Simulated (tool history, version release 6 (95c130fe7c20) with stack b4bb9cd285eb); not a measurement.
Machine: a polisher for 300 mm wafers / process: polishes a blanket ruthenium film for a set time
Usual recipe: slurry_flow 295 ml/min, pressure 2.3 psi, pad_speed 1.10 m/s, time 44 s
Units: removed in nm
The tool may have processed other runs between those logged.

run	hour	slurry_flow	pressure	pad_speed	time	incoming thickness of the incoming film, nm	removed
1	0.0	295	2.3	1.10	44	248.5	56.5
2	15.1	295	2.3	1.10	44	252.9	56.8
3	55.1	295	1.8	1.10	44	248.8	46.1
# hour 58.1: slurry nozzle cleaned
4	61.1	295	1.8	1.10	44	246.3	45.0
5	75.4	240	2.3	1.10	44	249.8	53.6
6	82.9	295	2.3	1.10	44	251.5	54.6
7	96.6	295	2.3	1.10	44	245.5	54.2
8	107.5	295	2.3	1.10	44	251.1	52.5
9	124.8	295	2.3	1.10	44	252.9	52.4
10	134.6	295	2.3	1.10	44	249.3	52.2
# hour 146.1: worn pad replaced by a new one
11	148.1	365	2.3	1.10	44	248.3	58.2
12	155.9	295	1.9	1.10	44	246.7	48.8
13	172.7	295	1.9	1.10	44	251.1	49.0
14	179.1	260	2.3	1.10	44	250.7	54.2
15	186.7	330	2.0	0.92	53	253.2	51.0
16	231.8	295	2.3	1.10	44	246.7	54.3
17	238.1	220	2.3	0.84	44	252.6	40.8
18	249.3	295	2.3	1.10	36	251.2	43.3
# hour 256.8: head pressure recalibrated
19	257.3	295	2.3	0.74	44	247.6	37.3
20	271.9	295	2.3	1.10	40	252.9	48.2
# hour 286.0: worn pad replaced by a new one
21	286.5	200	2.3	0.98	44	255.0	49.1
22	295.6	265	2.7	0.84	38	252.9	44.4
23	311.0	295	2.3	1.10	44	248.0	57.1
24	325.5	295	2.3	1.10	44	246.3	55.3
25	342.9	210	2.3	1.10	57	248.5	68.2
26	354.5	400	2.7	0.74	44	250.7	44.5
27	371.3	295	2.3	1.34	58	252.5	85.2
28	385.5	270	2.3	0.90	44	249.8	44.2
29	399.7	395	1.8	1.26	44	247.5	50.9
30	408.4	295	1.6	1.10	44	248.4	40.4
31	414.8	295	2.3	1.10	50	250.3	58.9
# hour 428.1: worn pad replaced by a new one
32	430.8	295	2.3	1.34	58	253.5	90.8
33	441.2	205	1.7	0.90	44	252.3	36.4
34	453.0	325	2.8	1.00	55	251.3	77.5
35	464.6	220	2.3	1.34	52	250.2	78.6
36	474.1	295	2.3	0.80	48	250.9	46.1
37	483.7	295	2.3	1.22	29	247.6	40.0

What if the next run were any one of these 5? Each begins from the tool's condition after run 37:
A	484.1	340	2.3	1.10	44	254.5	?
B	484.1	395	2.3	1.10	44	254.5	?
C	484.1	395	1.8	1.10	44	254.5	?
D	484.1	295	2.8	1.22	44	254.5	?
E	484.1	370	2.3	1.10	44	254.5	?

run	removed
A	56.2
B	56.9
C	46.9
D	71.8
E	56.6
Without the tool's unlogged condition, the same runs would have read:
run	removed
A	59.0
B	59.7
C	49.2
D	75.3
E	59.4
